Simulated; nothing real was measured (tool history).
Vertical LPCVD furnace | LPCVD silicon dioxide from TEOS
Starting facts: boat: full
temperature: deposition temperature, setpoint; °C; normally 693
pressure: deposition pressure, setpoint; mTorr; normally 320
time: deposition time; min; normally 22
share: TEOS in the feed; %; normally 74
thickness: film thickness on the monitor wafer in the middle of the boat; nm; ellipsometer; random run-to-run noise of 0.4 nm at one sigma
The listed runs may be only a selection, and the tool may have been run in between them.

run,hour,temperature,pressure,time,share,"read-back reference wafer on the same gauge, thickness",thickness
1,0.0,699,320,22,74,123.89,162.34
2,94.8,693,320,22,74,123.98,141.03
3,114.9,693,260,22,74,123.97,126.41
4,129.6,693,260,22,74,124.02,127.57
5,144.7,693,320,22,74,124.04,140.75
6,245.9,693,320,22,74,124.07,140.72
# hour 278.1: gauge calibrated
7,280.4,693,320,22,74,124.10,141.34
8,306.4,693,320,22,74,124.02,139.94
# hour 339.2: thermocouples replaced and temperature profile calibrated
9,339.7,693,320,22,74,123.97,140.49
10,345.1,693,320,22,74,123.96,140.41
# hour 399.7: TEOS flow controller replaced
# hour 408.7: pressure gauge zeroed
11,409.2,693,320,22,74,123.97,141.18
12,413.4,693,320,22,74,124.16,140.90

Run 13, settings as shown, results not yet in. Your forecast:
13,425.5,693,320,22,74,?,?

read-back reference wafer on the same gauge, thickness: 124.05
thickness: 140.72 nm
Were there no unlogged condition in the tool, this run, its random variation unchanged, would have produced thickness 140.72 nm.
